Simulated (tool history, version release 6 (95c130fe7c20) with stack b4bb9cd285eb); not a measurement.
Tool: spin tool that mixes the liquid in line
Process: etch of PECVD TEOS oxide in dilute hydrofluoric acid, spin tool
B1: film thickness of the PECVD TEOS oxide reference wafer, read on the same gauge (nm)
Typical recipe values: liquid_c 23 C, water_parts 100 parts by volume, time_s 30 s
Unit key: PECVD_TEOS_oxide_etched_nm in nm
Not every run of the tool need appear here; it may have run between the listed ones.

run 1 day=0 | liquid_c=23 water_parts=100 time_s=30 | B1=29.96 | PECVD_TEOS_oxide_etched_nm=5.58
run 2 day=1.846 | liquid_c=23 water_parts=100 time_s=30 | B1=30 | PECVD_TEOS_oxide_etched_nm=5.54
run 3 day=3.821 | liquid_c=23 water_parts=100 time_s=30 | B1=30.03 | PECVD_TEOS_oxide_etched_nm=5.64
-- day=4.708 hydrofluoric acid flow meter replaced
run 4 day=5.988 | liquid_c=23 water_parts=100 time_s=30 | B1=30.03 | PECVD_TEOS_oxide_etched_nm=5.51
run 5 day=8.042 | liquid_c=23 water_parts=100 time_s=30 | B1=29.96 | PECVD_TEOS_oxide_etched_nm=5.54
run 6 day=16.967 | liquid_c=23 water_parts=100 time_s=30 | B1=29.95 | PECVD_TEOS_oxide_etched_nm=5.53
run 7 day=18.629 | liquid_c=24.5 water_parts=90 time_s=30 | B1=29.99 | PECVD_TEOS_oxide_etched_nm=6.7
run 8 day=20.904 | liquid_c=25.5 water_parts=100 time_s=30 | B1=29.96 | PECVD_TEOS_oxide_etched_nm=6.2
run 9 day=22.817 | liquid_c=25.5 water_parts=100 time_s=30 | B1=30.02 | PECVD_TEOS_oxide_etched_nm=6.17
run 10 day=25.1 | liquid_c=25.5 water_parts=100 time_s=30 | B1=30.02 | PECVD_TEOS_oxide_etched_nm=6.16
run 11 day=26.596 | liquid_c=21 water_parts=100 time_s=15 | B1=29.93 | PECVD_TEOS_oxide_etched_nm=2.58
run 12 day=29.588 | liquid_c=21 water_parts=100 time_s=15 | B1=29.97 | PECVD_TEOS_oxide_etched_nm=2.58
run 13 day=32.312 | liquid_c=23 water_parts=100 time_s=30 | B1=30.05 | PECVD_TEOS_oxide_etched_nm=5.6
-- day=32.946 gauge calibrated
-- day=33.375 hydrofluoric acid flow meter replaced
run 14 day=34.146 | liquid_c=23 water_parts=100 time_s=30 | B1=29.99 | PECVD_TEOS_oxide_etched_nm=5.61
run 15 day=36.617 | liquid_c=24.5 water_parts=85 time_s=30 | B1=30.05 | PECVD_TEOS_oxide_etched_nm=7.04
run 16 day=38.325 | liquid_c=25 water_parts=65 time_s=25 | B1=30.01 | PECVD_TEOS_oxide_etched_nm=8.14
run 17 day=39.904 | liquid_c=25.5 water_parts=75 time_s=30 | B1=30 | PECVD_TEOS_oxide_etched_nm=8.53
run 18 day=42.05 | liquid_c=23 water_parts=60 time_s=40 | B1=30.02 | PECVD_TEOS_oxide_etched_nm=12.98
run 19 day=43.279 | liquid_c=25 water_parts=80 time_s=30 | B1=30 | PECVD_TEOS_oxide_etched_nm=7.71
run 20 day=44.679 | liquid_c=25.5 water_parts=125 time_s=30 | B1=30 | PECVD_TEOS_oxide_etched_nm=4.76
run 21 day=46.462 | liquid_c=18.5 water_parts=130 time_s=20 | B1=29.94 | PECVD_TEOS_oxide_etched_nm=2.29
run 22 day=49.442 | liquid_c=23 water_parts=80 time_s=15 | B1=30.01 | PECVD_TEOS_oxide_etched_nm=3.55
-- day=49.6 thermometer replaced
run 23 day=51.354 | liquid_c=23 water_parts=85 time_s=35 | B1=29.97 | PECVD_TEOS_oxide_etched_nm=7.8
run 24 day=53.738 | liquid_c=23 water_parts=100 time_s=45 | B1=29.95 | PECVD_TEOS_oxide_etched_nm=8.38
run 25 day=55.362 | liquid_c=21.5 water_parts=100 time_s=30 | B1=30.04 | PECVD_TEOS_oxide_etched_nm=5.24
run 26 day=56.975 | liquid_c=23 water_parts=125 time_s=40 | B1=29.96 | PECVD_TEOS_oxide_etched_nm=5.81
run 27 day=58.242 | liquid_c=23 water_parts=100 time_s=30 | B1=30.05 | PECVD_TEOS_oxide_etched_nm=5.55
-- day=60.617 hydrofluoric acid flow meter replaced
run 28 day=61.221 | liquid_c=24.5 water_parts=100 time_s=45 | B1=30 | PECVD_TEOS_oxide_etched_nm=8.9
run 29 day=63.821 | liquid_c=23 water_parts=100 time_s=30 | B1=30 | PECVD_TEOS_oxide_etched_nm=5.59
run 30 day=66.104 | liquid_c=24.5 water_parts=115 time_s=30 | B1=29.99 | PECVD_TEOS_oxide_etched_nm=5.09
run 31 day=67.583 | liquid_c=24.5 water_parts=115 time_s=15 | B1=30 | PECVD_TEOS_oxide_etched_nm=2.54
run 32 day=69.217 | liquid_c=23 water_parts=100 time_s=30 | B1=30.01 | PECVD_TEOS_oxide_etched_nm=5.61
run 33 day=70.4 | liquid_c=21.5 water_parts=85 time_s=45 | B1=29.95 | PECVD_TEOS_oxide_etched_nm=9.38

Consider 4 possible next runs. They are alternatives, not a sequence: every one starts from the tool as it was left by run 33. What does each give?
run A day=70.417 | liquid_c=23 water_parts=100 time_s=30 | B1=? | PECVD_TEOS_oxide_etched_nm=?
run B day=70.417 | liquid_c=28 water_parts=50 time_s=30 | B1=? | PECVD_TEOS_oxide_etched_nm=?
run C day=70.417 | liquid_c=18 water_parts=85 time_s=40 | B1=? | PECVD_TEOS_oxide_etched_nm=?
run D day=70.417 | liquid_c=27.5 water_parts=120 time_s=30 | B1=? | PECVD_TEOS_oxide_etched_nm=?

run=A B1=29.97 PECVD_TEOS_oxide_etched_nm=5.6
run=B B1=29.97 PECVD_TEOS_oxide_etched_nm=14.61
run=C B1=29.97 PECVD_TEOS_oxide_etched_nm=7.28
run=D B1=29.97 PECVD_TEOS_oxide_etched_nm=5.42
Without the tool's hidden state the same runs would have given:
run=A PECVD_TEOS_oxide_etched_nm=5.6
run=B PECVD_TEOS_oxide_etched_nm=14.61
run=C PECVD_TEOS_oxide_etched_nm=7.28
run=D PECVD_TEOS_oxide_etched_nm=5.42

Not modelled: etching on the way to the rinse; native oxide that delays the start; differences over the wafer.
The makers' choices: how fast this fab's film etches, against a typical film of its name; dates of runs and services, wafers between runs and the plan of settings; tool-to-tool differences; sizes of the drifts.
